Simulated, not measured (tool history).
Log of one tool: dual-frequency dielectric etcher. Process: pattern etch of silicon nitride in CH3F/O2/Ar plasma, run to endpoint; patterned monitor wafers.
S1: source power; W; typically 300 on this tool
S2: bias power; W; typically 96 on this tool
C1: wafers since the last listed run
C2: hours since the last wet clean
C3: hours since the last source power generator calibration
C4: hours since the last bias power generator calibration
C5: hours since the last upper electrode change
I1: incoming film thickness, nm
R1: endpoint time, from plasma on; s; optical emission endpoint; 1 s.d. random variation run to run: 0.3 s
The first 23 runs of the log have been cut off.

| run | hour | S1 | S2 | C1 | C2 | C3 | C4 | C5 | I1 | R1 |
|---|---|---|---|---|---|---|---|---|---|---|
| 24 | 1895.5 | 280 | 96 | 692 | 406.9 | 1126 | 526.3 | 788.8 | 24.4 | 35.7 |
| 25 | 1932.8 | 300 | 96 | 324 | 444.2 | 1163.3 | 563.6 | 826.1 | 24.27 | 34.5 |
|  | 1966.6 | wet clean of the chamber |
| 26 | 1988.4 | 300 | 96 | 275 | 21.8 | 1218.9 | 619.2 | 881.7 | 24.15 | 34.2 |
| 27 | 2074 | 370 | 96 | 745 | 107.4 | 1304.5 | 704.8 | 967.3 | 24.1 | 30.7 |
| 28 | 2140.2 | 350 | 116 | 576 | 173.6 | 1370.7 | 771 | 1033.5 | 24.31 | 30 |
| 29 | 2209.7 | 240 | 89 | 605 | 243.1 | 1440.2 | 840.5 | 1103 | 24.18 | 39.7 |
| 30 | 2276.4 | 300 | 96 | 580 | 309.8 | 1506.9 | 907.2 | 1169.7 | 24.28 | 34.6 |
| 31 | 2329.9 | 350 | 116 | 465 | 363.3 | 1560.4 | 960.7 | 1223.2 | 24.16 | 30.2 |
| 32 | 2435.9 | 300 | 96 | 922 | 469.3 | 1666.4 | 1066.7 | 1329.2 | 24.05 | 33.6 |
|  | 2460.2 | wet clean of the chamber |
| 33 | 2498.8 | 300 | 76 | 338 | 38.6 | 1729.3 | 1129.6 | 1392.1 | 24.17 | 37.2 |
| 34 | 2604.1 | 300 | 96 | 916 | 143.9 | 1834.6 | 1234.9 | 1497.4 | 24.48 | 34.8 |

5 options for the next run, each taken on its own from the tool as it stands now. Forecast them:
| A | 2604.5 | 300 | 96 | 3 | 144.3 | 1835 | 1235.3 | 1497.8 | 24.35 | ? |
| B | 2604.5 | 360 | 73 | 3 | 144.3 | 1835 | 1235.3 | 1497.8 | 24.35 | ? |
| C | 2604.5 | 370 | 104 | 3 | 144.3 | 1835 | 1235.3 | 1497.8 | 24.35 | ? |
| D | 2604.5 | 250 | 89 | 3 | 144.3 | 1835 | 1235.3 | 1497.8 | 24.35 | ? |
| E | 2604.5 | 230 | 110 | 3 | 144.3 | 1835 | 1235.3 | 1497.8 | 24.35 | ? |

| run | R1 |
|---|---|
| A | 34.9 |
| B | 34.7 |
| C | 30.8 |
| D | 39.4 |
| E | 38.4 |
With the hidden condition removed and each run's random variation left untouched, the same runs would have given:
| run | R1 |
|---|---|
| A | 34.9 |
| B | 34.7 |
| C | 30.8 |
| D | 39.4 |
| E | 38.4 |
